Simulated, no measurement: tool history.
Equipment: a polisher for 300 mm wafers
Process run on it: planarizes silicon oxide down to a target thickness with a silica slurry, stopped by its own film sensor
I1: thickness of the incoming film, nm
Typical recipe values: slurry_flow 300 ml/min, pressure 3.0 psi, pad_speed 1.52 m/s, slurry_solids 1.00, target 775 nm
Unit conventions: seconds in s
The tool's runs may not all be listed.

run 1 day=0.000 | slurry_flow=300 pressure=3.0 pad_speed=1.52 slurry_solids=1.00 target=865 | I1=1080.8 | seconds=61.2
run 2 day=2.933 | slurry_flow=300 pressure=3.0 pad_speed=1.10 slurry_solids=1.00 target=775 | I1=1089.1 | seconds=109.2
run 3 day=4.367 | slurry_flow=300 pressure=3.0 pad_speed=1.10 slurry_solids=1.00 target=775 | I1=1123.1 | seconds=122.9
-- day=5.646 worn pad replaced by a new one
run 4 day=6.142 | slurry_flow=300 pressure=3.0 pad_speed=1.10 slurry_solids=1.00 target=775 | I1=1092.1 | seconds=114.1
-- day=6.746 slurry nozzle cleaned, repeated, since the last time left the tool worse
-- day=6.904 conditioning disc replaced and pad reconditioned
run 5 day=7.350 | slurry_flow=300 pressure=3.0 pad_speed=1.52 slurry_solids=1.00 target=775 | I1=1116.5 | seconds=89.1
-- day=8.238 slurry blender recalibrated
run 6 day=9.588 | slurry_flow=300 pressure=3.0 pad_speed=1.52 slurry_solids=1.00 target=775 | I1=1090.0 | seconds=83.4
run 7 day=14.304 | slurry_flow=300 pressure=3.0 pad_speed=1.66 slurry_solids=1.30 target=687 | I1=1099.8 | seconds=94.4
run 8 day=16.612 | slurry_flow=300 pressure=3.0 pad_speed=1.52 slurry_solids=1.00 target=775 | I1=1108.1 | seconds=87.9
run 9 day=19.288 | slurry_flow=300 pressure=3.0 pad_speed=1.52 slurry_solids=1.00 target=775 | I1=1088.5 | seconds=84.2
run 10 day=21.175 | slurry_flow=300 pressure=3.0 pad_speed=1.52 slurry_solids=1.00 target=775 | I1=1091.4 | seconds=83.5
-- day=23.354 head pressure recalibrated
run 11 day=23.375 | slurry_flow=275 pressure=2.7 pad_speed=1.70 slurry_solids=1.00 target=694 | I1=1085.3 | seconds=105.7
run 12 day=25.367 | slurry_flow=300 pressure=3.0 pad_speed=1.52 slurry_solids=1.00 target=883 | I1=1102.0 | seconds=58.6
-- day=25.704 conditioning disc replaced and pad reconditioned
-- day=26.788 slurry nozzle cleaned
-- day=26.854 worn pad replaced by a new one
-- day=26.896 slurry blender recalibrated
run 13 day=27.850 | slurry_flow=275 pressure=3.0 pad_speed=1.52 slurry_solids=1.00 target=775 | I1=1101.0 | seconds=86.4
run 14 day=29.954 | slurry_flow=250 pressure=3.4 pad_speed=1.52 slurry_solids=1.00 target=775 | I1=1085.5 | seconds=74.7
run 15 day=32.100 | slurry_flow=340 pressure=3.4 pad_speed=1.18 slurry_solids=1.00 target=815 | I1=1115.1 | seconds=82.1
run 16 day=34.879 | slurry_flow=230 pressure=2.1 pad_speed=1.30 slurry_solids=1.00 target=775 | I1=1099.1 | seconds=128.4
run 17 day=39.362 | slurry_flow=300 pressure=3.6 pad_speed=1.24 slurry_solids=1.20 target=775 | I1=1106.4 | seconds=79.4
run 18 day=40.383 | slurry_flow=300 pressure=3.0 pad_speed=1.52 slurry_solids=1.20 target=775 | I1=1113.4 | seconds=83.5
run 19 day=42.208 | slurry_flow=300 pressure=3.0 pad_speed=1.10 slurry_solids=1.25 target=775 | I1=1106.2 | seconds=100.4
-- day=43.242 slurry blender recalibrated
run 20 day=44.012 | slurry_flow=300 pressure=3.0 pad_speed=1.80 slurry_solids=1.00 target=775 | I1=1087.4 | seconds=75.0
-- day=44.542 conditioning disc replaced and pad reconditioned
-- day=46.238 slurry nozzle cleaned
run 21 day=46.800 | slurry_flow=325 pressure=3.0 pad_speed=1.52 slurry_solids=1.00 target=775 | I1=1098.7 | seconds=85.0
-- day=48.038 worn pad replaced by a new one
run 22 day=49.588 | slurry_flow=300 pressure=3.0 pad_speed=1.22 slurry_solids=0.70 target=674 | I1=1080.0 | seconds=141.1
run 23 day=51.833 | slurry_flow=300 pressure=3.8 pad_speed=1.52 slurry_solids=1.00 target=876 | I1=1100.2 | seconds=47.7
run 24 day=54.742 | slurry_flow=255 pressure=3.4 pad_speed=1.16 slurry_solids=1.00 target=740 | I1=1096.9 | seconds=101.5

Difference, measured minus no-hidden-state, one row per run. Run-to-run variation is common to both terms; the gauge's own scatter need not be:
What the log doesn't record here: removal rate lost through wear of the pad, %; slurry flow missing at the pad, %; deviation of the head's pressure from its setpoint, %; abrasive missing from the slurry, %; time polished since the conditioner stopped cutting, s.
run=1 seconds=+4.4
run=2 seconds=+9.3
run=3 seconds=+11.6
run=4 seconds=+12.2
run=5 seconds=+0.0
run=6 seconds=+0.0
run=7 seconds=+0.3
run=8 seconds=+0.5
run=9 seconds=+0.6
run=10 seconds=+0.9
run=11 seconds=+1.6
run=12 seconds=+1.1
run=13 seconds=+0.2
run=14 seconds=+0.2
run=15 seconds=+0.2
run=16 seconds=+0.7
run=17 seconds=+0.7
run=18 seconds=+0.9
run=19 seconds=+1.4
run=20 seconds=+1.3
run=21 seconds=+0.0
run=22 seconds=+0.2
run=23 seconds=+0.1
run=24 seconds=+0.5
